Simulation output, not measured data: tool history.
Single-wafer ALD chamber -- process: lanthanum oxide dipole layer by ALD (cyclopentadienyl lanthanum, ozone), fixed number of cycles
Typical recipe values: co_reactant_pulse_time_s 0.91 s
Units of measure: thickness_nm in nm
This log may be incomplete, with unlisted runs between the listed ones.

run    hour  co_reactant_pulse_time_s  read-back reference wafer on the same gauge, thickness_nm  thickness_nm
  1     0.0                      0.91                                                      0.417         0.496
  2    99.8                      0.91                                                      0.417         0.497
  3   202.7                      0.79                                                      0.417         0.460
  4   279.7                      0.79                                                      0.416         0.462
  5   353.2                      0.79                                                      0.418         0.459
  6   445.3                      0.64                                                      0.417         0.407
  7   523.9                      1.20                                                      0.417         0.540
  8   577.4                      0.91                                                      0.416         0.493
  9   680.4                      0.76                                                      0.416         0.445
      796.9  -- ozone generator serviced
      909.4  -- gauge calibrated
      924.4  -- thermocouple changed; heater temperature recalibrated
 10   993.5                      0.74                                                      0.417         0.453
     1014.3  -- showerhead replaced
 11  1083.2                      0.72                                                      0.417         0.444
 12  1136.9                      1.09                                                      0.417         0.531
 13  1230.6                      0.91                                                      0.417         0.498
 14  1303.2                      0.91                                                      0.417         0.496
 15  1385.7                      0.59                                                      0.417         0.388

Forecast each of these 5 alternatives for the next run:
  A  1386.1                      0.77                                                          ?             ?
  B  1386.1                      1.08                                                          ?             ?
  C  1386.1                      0.73                                                          ?             ?
  D  1386.1                      1.12                                                          ?             ?
  E  1386.1                      1.27                                                          ?             ?

run  read-back reference wafer on the same gauge, thickness_nm  thickness_nm
  A                                                      0.417         0.458
  B                                                      0.417         0.527
  C                                                      0.417         0.444
  D                                                      0.417         0.533
  E                                                      0.417         0.551
Without the tool's unlogged condition, the same runs would have read:
run  thickness_nm
  A         0.461
  B         0.530
  C         0.448
  D         0.536
  E         0.554
